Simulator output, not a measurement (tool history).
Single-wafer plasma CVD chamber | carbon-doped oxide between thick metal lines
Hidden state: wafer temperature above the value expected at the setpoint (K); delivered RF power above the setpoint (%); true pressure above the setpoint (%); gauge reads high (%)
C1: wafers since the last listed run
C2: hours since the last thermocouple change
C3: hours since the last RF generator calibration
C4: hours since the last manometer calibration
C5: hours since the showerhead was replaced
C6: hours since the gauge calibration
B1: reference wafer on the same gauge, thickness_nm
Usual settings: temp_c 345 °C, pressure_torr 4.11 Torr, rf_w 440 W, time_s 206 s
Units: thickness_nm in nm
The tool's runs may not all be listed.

Run 1, hour 0.0: usual settings; C1 0; C2 1913.7; C3 908.9; C4 2916.2; C5 6425.4; C6 634.2; B1 1158.538. Result: thickness_nm 914.904 nm.
Run 2, hour 62.0: usual settings but rf_w 415 W; C1 469; C2 1975.7; C3 970.9; C4 2978.2; C5 6487.4; C6 696.2; B1 1155.025. Result: thickness_nm 859.678 nm.
Run 3, hour 106.5: usual settings but rf_w 415 W; C1 336; C2 2020.2; C3 1015.4; C4 3022.7; C5 6531.9; C6 740.7; B1 1157.906. Result: thickness_nm 858.387 nm.
Run 4, hour 167.1: usual settings; C1 458; C2 2080.8; C3 1076.0; C4 3083.3; C5 6592.5; C6 801.3; B1 1156.918. Result: thickness_nm 906.994 nm.
Run 5, hour 199.5: usual settings; C1 245; C2 2113.2; C3 1108.4; C4 3115.7; C5 6624.9; C6 833.7; B1 1155.634. Result: thickness_nm 914.925 nm.
Run 6, hour 248.7: usual settings; C1 372; C2 2162.4; C3 1157.6; C4 3164.9; C5 6674.1; C6 882.9; B1 1154.601. Result: thickness_nm 903.068 nm.
At hour 304.5: RF generator calibrated.
Run 7, hour 319.4: usual settings; C1 474; C2 2233.1; C3 14.9; C4 3235.6; C5 6744.8; C6 953.6; B1 1156.817. Result: thickness_nm 968.130 nm.
At hour 352.0: capacitance manometer re-zeroed and calibrated.
Run 8, hour 352.5: usual settings; C1 190; C2 2266.2; C3 48.0; C4 0.5; C5 6777.9; C6 986.7; B1 1158.482. Result: thickness_nm 969.395 nm.
Run 9, hour 374.5: usual settings; C1 166; C2 2288.2; C3 70.0; C4 22.5; C5 6799.9; C6 1008.7; B1 1156.964. Result: thickness_nm 955.522 nm.
At hour 382.3: gauge calibrated.
Run 10, hour 407.7: usual settings; C1 251; C2 2321.4; C3 103.2; C4 55.7; C5 6833.1; C6 25.4; B1 1158.237. Result: thickness_nm 954.689 nm.
Run 11, hour 476.0: usual settings but temp_c 333 °C, pressure_torr 3.15 Torr, rf_w 495 W, time_s 196 s; C1 517; C2 2389.7; C3 171.5; C4 124.0; C5 6901.4; C6 93.7; B1 1156.971. Result: thickness_nm 994.747 nm.
Run 12, hour 511.4: usual settings but temp_c 354 °C, time_s 187 s; C1 268; C2 2425.1; C3 206.9; C4 159.4; C5 6936.8; C6 129.1; B1 1155.987. Result: thickness_nm 847.990 nm.
At hour 554.1: showerhead replaced.
At hour 701.8: thermocouple changed; heater temperature recalibrated.
Run 13, hour 702.3: usual settings; C1 1324; C2 0.5; C3 397.8; C4 350.3; C5 148.2; C6 320.0; B1 1155.210. Result: thickness_nm 921.116 nm.
Run 14, hour 728.2: usual settings but pressure_torr 4.51 Torr, rf_w 515 W; C1 196; C2 26.4; C3 423.7; C4 376.2; C5 174.1; C6 345.9; B1 1155.985. Result: thickness_nm 1080.973 nm.
Run 15, hour 786.0: usual settings but temp_c 357 °C, pressure_torr 3.78 Torr, rf_w 480 W, time_s 218 s; C1 437; C2 84.2; C3 481.5; C4 434.0; C5 231.9; C6 403.7; B1 1156.246. Result: thickness_nm 1023.502 nm.
Run 16, hour 843.6: usual settings; C1 436; C2 141.8; C3 539.1; C4 491.6; C5 289.5; C6 461.3; B1 1157.371. Result: thickness_nm 927.154 nm.
Run 17, hour 878.6: usual settings but pressure_torr 3.85 Torr; C1 265; C2 176.8; C3 574.1; C4 526.6; C5 324.5; C6 496.3; B1 1156.692. Result: thickness_nm 906.127 nm.
Run 18, hour 907.9: usual settings; C1 221; C2 206.1; C3 603.4; C4 555.9; C5 353.8; C6 525.6; B1 1158.880. Result: thickness_nm 913.725 nm.
Run 19, hour 934.2: usual settings but temp_c 359 °C, pressure_torr 4.49 Torr, rf_w 515 W, time_s 232 s; C1 199; C2 232.4; C3 629.7; C4 582.2; C5 380.1; C6 551.9; B1 1156.473. Result: thickness_nm 1172.602 nm.
Run 20, hour 969.0: usual settings but temp_c 340 °C, pressure_torr 3.48 Torr, rf_w 520 W, time_s 186 s; C1 263; C2 267.2; C3 664.5; C4 617.0; C5 414.9; C6 586.7; B1 1156.485. Result: thickness_nm 946.437 nm.

4 ways to go on from here, each from the tool as it stands after run 20. What would each give?
Run A, hour 969.5: usual settings; C1 3; C2 267.7; C3 665.0; C4 617.5; C5 415.4; C6 587.2; B1 ?. Result: thickness_nm ?.
Run B, hour 969.5: usual settings but temp_c 333 °C; C1 3; C2 267.7; C3 665.0; C4 617.5; C5 415.4; C6 587.2; B1 ?. Result: thickness_nm ?.
Run C, hour 969.5: usual settings but pressure_torr 5.01 Torr; C1 3; C2 267.7; C3 665.0; C4 617.5; C5 415.4; C6 587.2; B1 ?. Result: thickness_nm ?.
Run D, hour 969.5: usual settings but time_s 236 s; C1 3; C2 267.7; C3 665.0; C4 617.5; C5 415.4; C6 587.2; B1 ?. Result: thickness_nm ?.

run        B1  thickness_nm
  A  1156.530       914.032
  B  1156.530       941.975
  C  1156.530       942.541
  D  1156.530      1046.794
Without the tool's hidden state the same runs would have given:
run  thickness_nm
  A       979.699
  B      1009.650
  C      1010.256
  D      1122.000
